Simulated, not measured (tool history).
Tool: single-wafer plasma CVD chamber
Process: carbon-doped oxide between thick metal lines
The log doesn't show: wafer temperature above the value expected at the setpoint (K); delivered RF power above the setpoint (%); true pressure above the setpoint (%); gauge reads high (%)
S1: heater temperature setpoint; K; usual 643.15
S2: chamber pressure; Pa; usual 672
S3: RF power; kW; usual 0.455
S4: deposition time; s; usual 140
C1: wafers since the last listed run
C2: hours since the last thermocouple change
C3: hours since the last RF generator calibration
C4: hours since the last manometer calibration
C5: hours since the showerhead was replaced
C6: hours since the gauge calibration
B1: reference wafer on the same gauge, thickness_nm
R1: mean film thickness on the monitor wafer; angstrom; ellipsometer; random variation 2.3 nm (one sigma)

Run 1, hour 0.0: usual settings; C1 0; C2 1723.3; C3 1354.3; C4 785.5; C5 2386.4; C6 274.0; B1 649.513. Result: R1 6168.30 angstrom.
Run 2, hour 28.5: usual settings; C1 299; C2 1751.8; C3 1382.8; C4 814.0; C5 2414.9; C6 302.5; B1 649.192. Result: R1 6204.47 angstrom.
Run 3, hour 51.3: usual settings; C1 239; C2 1774.6; C3 1405.6; C4 836.8; C5 2437.7; C6 325.3; B1 648.646. Result: R1 6146.35 angstrom.
Run 4, hour 73.6: usual settings; C1 234; C2 1796.9; C3 1427.9; C4 859.1; C5 2460.0; C6 347.6; B1 648.105. Result: R1 6179.12 angstrom.
Run 5, hour 93.3: usual settings; C1 206; C2 1816.6; C3 1447.6; C4 878.8; C5 2479.7; C6 367.3; B1 649.121. Result: R1 6172.99 angstrom.
Run 6, hour 116.0: usual settings; C1 238; C2 1839.3; C3 1470.3; C4 901.5; C5 2502.4; C6 390.0; B1 648.422. Result: R1 6188.70 angstrom.
Run 7, hour 151.8: usual settings; C1 375; C2 1875.1; C3 1506.1; C4 937.3; C5 2538.2; C6 425.8; B1 648.268. Result: R1 6174.36 angstrom.
At hour 178.2: capacitance manometer re-zeroed and calibrated.
Run 8, hour 178.7: usual settings but S3 0.495 kW, S4 118 s; C1 198; C2 1902.0; C3 1533.0; C4 0.5; C5 2565.1; C6 452.7; B1 647.881. Result: R1 5632.53 angstrom.
Run 9, hour 183.3: usual settings but S3 0.495 kW, S4 118 s; C1 48; C2 1906.6; C3 1537.6; C4 5.1; C5 2569.7; C6 457.3; B1 648.731. Result: R1 5580.24 angstrom.
Run 10, hour 207.1: usual settings but S2 635 Pa; C1 249; C2 1930.4; C3 1561.4; C4 28.9; C5 2593.5; C6 481.1; B1 648.510. Result: R1 6125.78 angstrom.
At hour 227.8: thermocouple changed; heater temperature recalibrated.
Run 11, hour 235.7: usual settings; C1 216; C2 7.9; C3 1590.0; C4 57.5; C5 2622.1; C6 509.7; B1 648.982. Result: R1 6194.47 angstrom.
Run 12, hour 263.4: usual settings; C1 290; C2 35.6; C3 1617.7; C4 85.2; C5 2649.8; C6 537.4; B1 648.888. Result: R1 6210.71 angstrom.
Run 13, hour 283.2: usual settings but S1 633.15 K, S2 749 Pa, S3 0.395 kW; C1 207; C2 55.4; C3 1637.5; C4 105.0; C5 2669.6; C6 557.2; B1 649.051. Result: R1 5527.74 angstrom.
At hour 293.8: gauge calibrated.
Run 14, hour 306.4: usual settings; C1 243; C2 78.6; C3 1660.7; C4 128.2; C5 2692.8; C6 12.6; B1 649.411. Result: R1 6166.40 angstrom.
Run 15, hour 327.0: usual settings but S2 532 Pa; C1 216; C2 99.2; C3 1681.3; C4 148.8; C5 2713.4; C6 33.2; B1 649.236. Result: R1 5997.05 angstrom.
Run 16, hour 340.5: usual settings but S1 654.15 K, S2 571 Pa, S3 0.500 kW, S4 154 s; C1 141; C2 112.7; C3 1694.8; C4 162.3; C5 2726.9; C6 46.7; B1 649.512. Result: R1 7123.69 angstrom.
At hour 356.4: showerhead replaced.
Run 17, hour 359.1: usual settings but S1 628.15 K, S4 163 s; C1 111; C2 131.3; C3 1713.4; C4 180.9; C5 2.7; C6 65.3; B1 648.942. Result: R1 7381.79 angstrom.
At hour 367.7: RF generator calibrated.
Run 18, hour 373.5: usual settings but S1 652.15 K, S2 836 Pa, S3 0.545 kW; C1 67; C2 145.7; C3 5.8; C4 195.3; C5 17.1; C6 79.7; B1 648.596. Result: R1 7264.93 angstrom.
Run 19, hour 385.8: usual settings but S1 633.15 K, S2 716 Pa, S4 114 s; C1 129; C2 158.0; C3 18.1; C4 207.6; C5 29.4; C6 92.0; B1 648.665. Result: R1 5186.58 angstrom.
Run 20, hour 410.5: usual settings but S4 153 s; C1 259; C2 182.7; C3 42.8; C4 232.3; C5 54.1; C6 116.7; B1 648.578. Result: R1 6769.99 angstrom.
Run 21, hour 437.6: usual settings but S1 654.15 K, S3 0.370 kW; C1 284; C2 209.8; C3 69.9; C4 259.4; C5 81.2; C6 143.8; B1 648.791. Result: R1 4856.27 angstrom.
Run 22, hour 469.7: usual settings; C1 336; C2 241.9; C3 102.0; C4 291.5; C5 113.3; C6 175.9; B1 649.496. Result: R1 6186.18 angstrom.
Run 23, hour 487.4: usual settings but S1 651.15 K; C1 185; C2 259.6; C3 119.7; C4 309.2; C5 131.0; C6 193.6; B1 649.818. Result: R1 6083.81 angstrom.
Run 24, hour 505.2: usual settings but S4 130 s; C1 186; C2 277.4; C3 137.5; C4 327.0; C5 148.8; C6 211.4; B1 649.226. Result: R1 5748.84 angstrom.

Hidden state at the last listed run before each entry between runs and at the first one after, where it differs:
Between runs 7 and 8: capacitance manometer re-zeroed and calibrated (hour 178.2)
  no hidden state differs between the two runs
Between runs 10 and 11: thermocouple changed; heater temperature recalibrated (hour 227.8)
  no hidden state differs between the two runs
Between runs 13 and 14: gauge calibrated (hour 293.8)
  no hidden state differs between the two runs
Between runs 16 and 17: showerhead replaced (hour 356.4)
  no hidden state differs between the two runs
Between runs 17 and 18: RF generator calibrated (hour 367.7)
  no hidden state differs between the two runs
